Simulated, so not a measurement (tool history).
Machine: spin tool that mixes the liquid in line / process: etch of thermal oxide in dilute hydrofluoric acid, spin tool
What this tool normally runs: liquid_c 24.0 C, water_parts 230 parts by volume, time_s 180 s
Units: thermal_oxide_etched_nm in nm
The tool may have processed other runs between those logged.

run	hour	liquid_c	water_parts	time_s	wafers since the last listed run	hours since the thermometer was replaced	hours since the hydrofluoric acid flow meter was replaced	hours since the gauge calibration	read-back film thickness of the thermal oxide reference wafer, read on the same gauge (nm)	thermal_oxide_etched_nm
1	0.0	27.0	320	180	0	634.0	813.5	225.6	49.804	2.208
2	45.0	27.0	320	180	429	679.0	858.5	270.6	49.707	2.233
# hour 125.5: thermometer replaced
3	233.6	24.0	145	180	1791	108.1	1047.1	459.2	49.301	5.310
4	269.5	24.0	145	180	342	144.0	1083.0	495.1	49.263	5.223
5	443.3	24.0	145	180	1659	317.8	1256.8	668.9	48.923	5.202
6	511.8	21.5	230	180	654	386.3	1325.3	737.4	48.773	2.740
7	554.1	24.0	265	180	403	428.6	1367.6	779.7	48.675	2.476
8	594.3	24.0	265	180	383	468.8	1407.8	819.9	48.604	2.495
9	655.4	24.0	265	180	583	529.9	1468.9	881.0	48.476	2.484
10	706.4	24.0	230	245	486	580.9	1519.9	932.0	48.389	4.044
# hour 738.3: hydrofluoric acid flow meter replaced
11	752.4	24.0	230	180	429	626.9	14.1	978.0	48.276	2.983
12	793.5	24.0	230	180	392	668.0	55.2	1019.1	48.173	2.967
13	825.4	24.0	230	180	304	699.9	87.1	1051.0	48.127	2.944
14	878.0	20.0	230	180	502	752.5	139.7	1103.6	48.051	2.564
# hour 909.3: thermometer replaced
15	910.5	22.0	310	85	300	1.2	172.2	1136.1	47.984	0.885
16	973.1	24.0	330	180	597	63.8	234.8	1198.7	47.829	1.853
17	1171.8	24.0	230	180	1897	262.5	433.5	1397.4	47.415	2.900
18	1218.5	27.5	175	240	445	309.2	480.2	1444.1	47.360	6.114
19	1283.9	21.0	230	120	624	374.6	545.6	1509.5	47.229	1.724
20	1350.7	24.0	230	180	637	441.4	612.4	1576.3	47.082	2.872
# hour 1358.5: gauge calibrated
21	1419.9	21.0	180	250	660	510.6	681.6	61.4	49.518	5.045
22	1445.4	27.5	175	240	243	536.1	707.1	86.9	49.469	6.507
23	1623.1	26.0	170	105	1696	713.8	884.8	264.6	49.129	2.738
# hour 1664.8: thermometer replaced
24	1682.2	20.5	200	180	554	17.4	943.9	323.7	49.020	3.118
25	1814.5	24.0	230	280	1263	149.7	1076.2	456.0	48.739	4.540
26	1876.1	24.0	190	180	588	211.3	1137.8	517.6	48.582	3.786

Alternative continuations, all from the tool just after run 26; predict every row:
A	1876.6	24.0	230	180	4	211.8	1138.3	518.1	?	?
B	1876.6	19.5	275	180	4	211.8	1138.3	518.1	?	?
C	1876.6	21.0	230	180	4	211.8	1138.3	518.1	?	?
D	1876.6	24.0	230	110	4	211.8	1138.3	518.1	?	?

run	read-back film thickness of the thermal oxide reference wafer, read on the same gauge (nm)	thermal_oxide_etched_nm
A	48.609	2.988
B	48.609	2.028
C	48.609	2.675
D	48.609	1.826
Had the tool no hidden state, the same runs would have come out as:
run	thermal_oxide_etched_nm
A	3.072
B	2.085
C	2.751
D	1.878

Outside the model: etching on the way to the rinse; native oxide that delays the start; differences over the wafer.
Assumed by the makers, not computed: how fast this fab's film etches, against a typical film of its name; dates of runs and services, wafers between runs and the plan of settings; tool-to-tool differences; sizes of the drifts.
